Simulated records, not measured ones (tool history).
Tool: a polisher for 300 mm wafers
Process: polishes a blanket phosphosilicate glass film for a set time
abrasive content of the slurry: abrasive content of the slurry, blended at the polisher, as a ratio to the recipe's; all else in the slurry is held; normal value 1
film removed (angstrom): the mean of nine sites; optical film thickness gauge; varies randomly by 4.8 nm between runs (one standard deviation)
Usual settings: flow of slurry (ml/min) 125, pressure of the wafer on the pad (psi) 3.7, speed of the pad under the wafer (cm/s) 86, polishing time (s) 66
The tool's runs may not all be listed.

run   hour  flow of slurry (ml/min)  pressure of the wafer on the pad (psi)  speed of the pad under the wafer (cm/s)  abrasive content of the slurry  polishing time (s)  incoming thickness of the incoming film, nm  film removed (angstrom)
  1      0                      125                                     3.7                                       86                               1                  66                                       4060.8                     4355
  2    9.5                      125                                     3.7                                       86                               1                  66                                       3988.1                     4300
      25.7  -- conditioning disc replaced and pad reconditioned
  3     61                      125                                     3.7                                       86                               1                  66                                         3970                     4262
      68.4  -- head pressure recalibrated
        72  -- worn pad replaced by a new one
  4     76                      125                                     3.7                                       86                               1                  66                                       4042.7                     4250
      88.3  -- slurry blender recalibrated
      88.5  -- slurry nozzle cleaned
  5   89.5                      125                                     3.7                                       86                               1                  66                                         3975                     4834
  6   96.4                      125                                     4.3                                       86                               1                  66                                       4032.3                     5286
  7  102.6                      125                                     3.7                                       86                               1                  66                                       4018.7                     4638
  8  112.3                      125                                     3.7                                       86                               1                  66                                       4092.9                     4692
  9  128.4                      125                                     3.7                                       86                               1                  66                                       4052.9                     4665
 10  143.3                      125                                     3.7                                       86                               1                  66                                       4013.7                     4697
 11  156.3                      125                                     3.7                                      112                               1                  66                                       4039.4                     5538
     160.5  -- conditioning disc replaced and pad reconditioned
 12  171.3                       80                                     3.7                                       86                               1                  43                                       4086.1                     2571
 13  187.2                      110                                     3.7                                       86                               1                  66                                       4033.6                     4459
 14  204.9                      135                                     4.6                                       86                            1.25                  51                                       4030.8                     4572
     210.1  -- worn pad replaced by a new one
 15    220                      115                                     2.7                                       86                               1                  72                                       4075.4                     3944

4 ways to go on from here, each from the tool as it stands after run 15. What would each give?
  A  220.4                      125                                     3.7                                       76                               1                  66                                       4070.1                        ?
  B  220.4                      125                                     4.3                                       86                               1                  73                                       4070.1                        ?
  C  220.4                      125                                       5                                       86                               1                  66                                       4070.1                        ?
  D  220.4                       95                                     4.3                                       86                               1                  66                                       4070.1                        ?

run  film removed (angstrom)
  A                     4104
  B                     5434
  C                     5455
  D                     4490
With the hidden condition removed and each run's random variation left untouched, the same runs would have given:
run  film removed (angstrom)
  A                     4342
  B                     5749
  C                     5771
  D                     4834
